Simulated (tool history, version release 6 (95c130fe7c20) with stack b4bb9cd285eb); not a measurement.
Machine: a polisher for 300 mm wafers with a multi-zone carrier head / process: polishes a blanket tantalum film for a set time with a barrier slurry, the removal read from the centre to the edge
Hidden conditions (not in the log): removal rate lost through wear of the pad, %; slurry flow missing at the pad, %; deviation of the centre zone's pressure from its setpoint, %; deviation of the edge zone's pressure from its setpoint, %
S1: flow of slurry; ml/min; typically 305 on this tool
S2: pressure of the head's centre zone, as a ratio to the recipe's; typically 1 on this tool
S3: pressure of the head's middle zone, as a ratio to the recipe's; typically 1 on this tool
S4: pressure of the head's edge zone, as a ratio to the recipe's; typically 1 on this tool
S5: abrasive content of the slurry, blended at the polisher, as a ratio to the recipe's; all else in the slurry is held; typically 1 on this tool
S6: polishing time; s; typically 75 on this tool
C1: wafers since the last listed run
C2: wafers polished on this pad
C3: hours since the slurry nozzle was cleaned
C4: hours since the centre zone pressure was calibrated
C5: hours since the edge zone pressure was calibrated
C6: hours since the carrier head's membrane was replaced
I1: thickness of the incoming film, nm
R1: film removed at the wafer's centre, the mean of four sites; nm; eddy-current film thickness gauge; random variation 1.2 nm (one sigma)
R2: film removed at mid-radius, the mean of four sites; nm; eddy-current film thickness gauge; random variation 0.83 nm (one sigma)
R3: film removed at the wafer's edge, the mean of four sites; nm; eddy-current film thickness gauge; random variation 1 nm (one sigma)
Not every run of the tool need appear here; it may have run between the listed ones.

{"run": 1, "hour": 0.0, "S1": 305, "S2": 1, "S3": 1, "S4": 1, "S5": 1, "S6": 62, "C1": 0, "C2": 21, "C3": 704, "C4": 423.1, "C5": 377.9, "C6": 1042.3, "I1": 398.4, "R1": 103.7, "R2": 96.5, "R3": 95.9}
{"run": 2, "hour": 9.4, "S1": 305, "S2": 1, "S3": 1, "S4": 1, "S5": 1, "S6": 62, "C1": 111, "C2": 132, "C3": 713.4, "C4": 432.5, "C5": 387.3, "C6": 1051.7, "I1": 399.2, "R1": 101.1, "R2": 96.5, "R3": 95.5}
{"run": 3, "hour": 18.3, "S1": 305, "S2": 1, "S3": 1, "S4": 1, "S5": 1, "S6": 62, "C1": 105, "C2": 237, "C3": 722.3, "C4": 441.4, "C5": 396.2, "C6": 1060.6, "I1": 403.1, "R1": 105, "R2": 97.3, "R3": 94.8}
{"run": 4, "hour": 28.5, "S1": 305, "S2": 1, "S3": 1, "S4": 1, "S5": 1, "S6": 75, "C1": 120, "C2": 358, "C3": 732.5, "C4": 451.6, "C5": 406.4, "C6": 1070.8, "I1": 400.4, "R1": 122.9, "R2": 115.6, "R3": 115.4}
{"run": 5, "hour": 37.3, "S1": 305, "S2": 1, "S3": 1, "S4": 1, "S5": 1, "S6": 75, "C1": 104, "C2": 462, "C3": 741.3, "C4": 460.4, "C5": 415.2, "C6": 1079.6, "I1": 399.7, "R1": 124.1, "R2": 115.5, "R3": 115.7}
{"hour": 44.8, "done": "worn pad replaced by a new one"}
{"run": 6, "hour": 45.3, "S1": 305, "S2": 1, "S3": 1, "S4": 1, "S5": 1, "S6": 75, "C1": 47, "C2": 6, "C3": 749.3, "C4": 468.4, "C5": 423.2, "C6": 1087.6, "I1": 400, "R1": 127.3, "R2": 115.6, "R3": 117.7}
{"run": 7, "hour": 52.8, "S1": 305, "S2": 1, "S3": 1, "S4": 1, "S5": 1, "S6": 75, "C1": 88, "C2": 95, "C3": 756.8, "C4": 475.9, "C5": 430.7, "C6": 1095.1, "I1": 400.1, "R1": 126.9, "R2": 115.8, "R3": 114.2}
{"run": 8, "hour": 69.0, "S1": 305, "S2": 1, "S3": 1, "S4": 1, "S5": 1, "S6": 75, "C1": 191, "C2": 286, "C3": 773, "C4": 492.1, "C5": 446.9, "C6": 1111.3, "I1": 400.3, "R1": 127, "R2": 118.4, "R3": 116.7}
{"hour": 78.4, "done": "centre zone pressure recalibrated"}
{"hour": 79.0, "done": "edge zone pressure recalibrated"}
{"hour": 94.2, "done": "worn pad replaced by a new one"}
{"run": 9, "hour": 94.7, "S1": 305, "S2": 1, "S3": 1, "S4": 1, "S5": 1, "S6": 75, "C1": 226, "C2": 6, "C3": 798.7, "C4": 16.3, "C5": 15.7, "C6": 1137, "I1": 395.5, "R1": 117.3, "R2": 118.3, "R3": 115.1}
{"run": 10, "hour": 99.2, "S1": 390, "S2": 1, "S3": 1, "S4": 1, "S5": 1, "S6": 75, "C1": 53, "C2": 59, "C3": 803.2, "C4": 20.8, "C5": 20.2, "C6": 1141.5, "I1": 401, "R1": 118.3, "R2": 120.2, "R3": 118.9}
{"hour": 104.1, "done": "slurry nozzle cleaned"}
{"run": 11, "hour": 109.2, "S1": 400, "S2": 0.94, "S3": 1, "S4": 1.1, "S5": 1, "S6": 75, "C1": 106, "C2": 165, "C3": 5.1, "C4": 30.8, "C5": 30.2, "C6": 1151.5, "I1": 400.8, "R1": 112.5, "R2": 120.1, "R3": 124.7}
{"run": 12, "hour": 126.2, "S1": 220, "S2": 1, "S3": 1.04, "S4": 1, "S5": 1, "S6": 75, "C1": 201, "C2": 367, "C3": 22.1, "C4": 47.8, "C5": 47.2, "C6": 1168.5, "I1": 400.3, "R1": 110.2, "R2": 115.5, "R3": 113}
{"hour": 133.7, "done": "worn pad replaced by a new one"}
{"hour": 140.5, "done": "carrier head's membrane replaced by a new one"}
{"run": 13, "hour": 141.0, "S1": 240, "S2": 1, "S3": 1, "S4": 1, "S5": 0.85, "S6": 75, "C1": 68, "C2": 26, "C3": 36.9, "C4": 62.6, "C5": 62, "C6": 0.5, "I1": 393.2, "R1": 108.7, "R2": 109.7, "R3": 109.6}
{"run": 14, "hour": 155.9, "S1": 305, "S2": 1, "S3": 1, "S4": 1, "S5": 1, "S6": 75, "C1": 176, "C2": 202, "C3": 51.8, "C4": 77.5, "C5": 76.9, "C6": 15.4, "I1": 403.2, "R1": 114.6, "R2": 116.1, "R3": 114.9}
{"run": 15, "hour": 165.2, "S1": 305, "S2": 1, "S3": 1, "S4": 1, "S5": 1, "S6": 62, "C1": 110, "C2": 312, "C3": 61.1, "C4": 86.8, "C5": 86.2, "C6": 24.7, "I1": 402.4, "R1": 96.5, "R2": 96, "R3": 94.9}
{"hour": 181.7, "done": "worn pad replaced by a new one"}
{"run": 16, "hour": 182.2, "S1": 305, "S2": 1, "S3": 1, "S4": 1, "S5": 1, "S6": 60, "C1": 153, "C2": 6, "C3": 78.1, "C4": 103.8, "C5": 103.2, "C6": 41.7, "I1": 396.6, "R1": 92.6, "R2": 93, "R3": 92.9}
{"run": 17, "hour": 187.7, "S1": 360, "S2": 1.09, "S3": 1, "S4": 1, "S5": 1.15, "S6": 75, "C1": 65, "C2": 71, "C3": 83.6, "C4": 109.3, "C5": 108.7, "C6": 47.2, "I1": 403, "R1": 132.5, "R2": 122.6, "R3": 120.7}
{"hour": 231.1, "done": "worn pad replaced by a new one"}
{"run": 18, "hour": 231.6, "S1": 305, "S2": 1.05, "S3": 1, "S4": 1, "S5": 0.75, "S6": 75, "C1": 472, "C2": 5, "C3": 127.5, "C4": 153.2, "C5": 152.6, "C6": 91.1, "I1": 401.8, "R1": 115.5, "R2": 109.4, "R3": 107.2}

Branching from run 18: 4 alternative next runs. What would each branch give?
{"run": "A", "hour": 232.0, "S1": 395, "S2": 1, "S3": 1, "S4": 1, "S5": 1, "S6": 75, "C1": 4, "C2": 10, "C3": 127.9, "C4": 153.6, "C5": 153, "C6": 91.5, "I1": 399, "R1": "?", "R2": "?", "R3": "?"}
{"run": "B", "hour": 232.0, "S1": 305, "S2": 0.96, "S3": 1, "S4": 1, "S5": 1, "S6": 75, "C1": 4, "C2": 10, "C3": 127.9, "C4": 153.6, "C5": 153, "C6": 91.5, "I1": 399, "R1": "?", "R2": "?", "R3": "?"}
{"run": "C", "hour": 232.0, "S1": 305, "S2": 1, "S3": 0.94, "S4": 1.04, "S5": 1.1, "S6": 75, "C1": 4, "C2": 10, "C3": 127.9, "C4": 153.6, "C5": 153, "C6": 91.5, "I1": 399, "R1": "?", "R2": "?", "R3": "?"}
{"run": "D", "hour": 232.0, "S1": 305, "S2": 1, "S3": 0.94, "S4": 0.89, "S5": 0.9, "S6": 88, "C1": 4, "C2": 10, "C3": 127.9, "C4": 153.6, "C5": 153, "C6": 91.5, "I1": 399, "R1": "?", "R2": "?", "R3": "?"}

run=A R1=118.6 R2=121.3 R3=118.9
run=B R1=111.6 R2=118.5 R3=116.7
run=C R1=118 R2=115.5 R3=121
run=D R1=132.4 R2=129.6 R3=128.3
Take away the tool's hidden state, keep each run's random variation, and the runs would have read:
run=A R1=117.5 R2=121.4 R3=118.9
run=B R1=110.6 R2=118.5 R3=116.7
run=C R1=116.8 R2=115.5 R3=121
run=D R1=131.1 R2=129.6 R3=128.3
